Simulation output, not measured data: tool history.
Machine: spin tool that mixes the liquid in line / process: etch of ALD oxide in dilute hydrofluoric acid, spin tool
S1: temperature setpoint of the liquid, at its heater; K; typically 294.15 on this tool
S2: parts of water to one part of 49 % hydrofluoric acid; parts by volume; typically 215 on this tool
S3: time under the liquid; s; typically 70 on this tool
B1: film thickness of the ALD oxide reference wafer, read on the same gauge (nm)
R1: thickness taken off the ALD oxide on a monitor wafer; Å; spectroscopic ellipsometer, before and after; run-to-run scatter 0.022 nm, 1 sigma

run	hour	S1	S2	S3	B1	R1
1	0.0	290.15	175	70	80.02	63.3
2	6.2	294.15	185	70	80.00	70.0
3	36.4	294.15	215	85	79.99	71.1
4	51.7	294.15	215	85	80.00	70.9
# hour 64.9: thermometer replaced
# hour 64.9: hydrofluoric acid flow meter replaced
5	68.4	294.15	215	85	79.99	70.5
6	79.7	294.15	215	70	80.03	58.0
7	87.3	295.65	215	70	79.98	61.3
8	102.0	294.15	215	70	79.98	58.2
9	118.1	294.15	125	70	80.03	110.2
10	135.1	290.65	215	40	80.00	29.0
# hour 143.8: gauge calibrated
11	146.5	294.15	215	110	80.02	92.0
12	162.2	298.65	140	35	79.98	57.6
13	179.1	290.15	175	70	80.00	63.4
14	196.5	294.15	310	70	79.98	36.8
15	207.9	294.15	310	70	80.03	36.8

Below are 4 alternative next runs, each starting from the tool's condition after run 15. Predict each:
A	208.3	294.15	280	70	?	?
B	208.3	291.65	175	50	?	?
C	208.3	295.65	215	30	?	?
D	208.3	298.15	215	100	?	?

run	B1	R1
A	79.99	41.9
B	79.99	48.1
C	79.99	26.3
D	79.99	96.3
With the hidden condition removed and each run's random variation left untouched, the same runs would have given:
run	R1
A	41.9
B	48.1
C	26.3
D	96.3

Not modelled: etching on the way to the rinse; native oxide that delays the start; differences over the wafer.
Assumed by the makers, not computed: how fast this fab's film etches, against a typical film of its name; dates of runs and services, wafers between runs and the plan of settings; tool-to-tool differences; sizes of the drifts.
